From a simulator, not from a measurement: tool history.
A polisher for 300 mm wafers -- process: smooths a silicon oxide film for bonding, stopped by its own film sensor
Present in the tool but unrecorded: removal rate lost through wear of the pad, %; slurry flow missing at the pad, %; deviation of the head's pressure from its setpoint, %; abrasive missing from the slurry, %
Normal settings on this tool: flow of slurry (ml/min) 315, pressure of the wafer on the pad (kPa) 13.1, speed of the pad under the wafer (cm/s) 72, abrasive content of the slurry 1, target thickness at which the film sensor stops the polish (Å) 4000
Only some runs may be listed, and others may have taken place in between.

run,hour,flow of slurry (ml/min),pressure of the wafer on the pad (kPa),speed of the pad under the wafer (cm/s),abrasive content of the slurry,target thickness at which the film sensor stops the polish (Å),wafers since the last listed run,wafers polished on this pad,hours since the slurry nozzle was cleaned,hours since the head pressure was calibrated,hours since the slurry blender was calibrated,"incoming thickness of the incoming film, nm",time until the film sensor stopped the polish (s)
1,0,375,13.1,72,1,4000,0,408,232.8,728.2,91.8,438.9,69
2,9.4,375,13.1,72,1,4000,68,476,242.2,737.6,101.2,444.2,80.1
3,19.4,375,13.1,72,1,4000,72,549,252.2,747.6,111.2,439,70.4
4,27.5,315,13.1,72,1,4000,58,608,260.3,755.7,119.3,440.5,74.8
5,39.5,315,13.1,72,1,4000,87,695,272.3,767.7,131.3,439,72.4
6,46.4,315,13.1,72,1,4000,50,745,279.2,774.6,138.2,440.4,75.5
# hour 53: head pressure recalibrated
7,60,345,13.1,72,1,4000,84,829,292.8,7,151.8,429.8,55.8
8,67,315,13.1,72,1,4000,50,880,299.8,14,158.8,435.5,66.4
9,76.4,315,13.1,72,1,4000,68,948,309.2,23.4,168.2,439.9,75.6
10,84.6,315,8.3,72,1.25,4000,59,1008,317.4,31.6,176.4,442.8,115.5
11,99.2,315,13.1,72,1,4000,106,1114,332,46.2,191,447.4,91.2
# hour 106.9: slurry blender recalibrated
# hour 109.2: slurry nozzle cleaned
12,112,315,13.1,72,1,3910,71,1185,2.8,59,5.1,438.2,91.5
13,119,315,11,60,1,4000,50,1236,9.8,66,12.1,441,109
# hour 124.4: worn pad replaced by a new one
14,136.8,315,13.1,72,1,4000,100,90,27.6,83.8,29.9,437.2,66.3
15,143.7,315,13.1,72,1,4000,50,140,34.5,90.7,36.8,443.7,79.3
16,152.6,265,11.7,60,1,3910,64,204,43.4,99.6,45.7,432.1,97.8
17,163.6,315,11,72,0.8,3870,79,284,54.4,110.6,56.7,444.5,139.6
18,170.3,315,13.1,72,1,4000,48,333,61.1,117.3,63.4,439.7,73.5

Same runs, no hidden state in the tool, same run-to-run variation:
run,time until the film sensor stopped the polish (s)
1,67.2
2,77.7
3,67.9
4,71.9
5,69.3
6,72
7,52.9
8,62.7
9,71.1
10,108.3
11,84.9
12,84.7
13,100.6
14,65.8
15,78.5
16,96.4
17,136.9
18,71.9

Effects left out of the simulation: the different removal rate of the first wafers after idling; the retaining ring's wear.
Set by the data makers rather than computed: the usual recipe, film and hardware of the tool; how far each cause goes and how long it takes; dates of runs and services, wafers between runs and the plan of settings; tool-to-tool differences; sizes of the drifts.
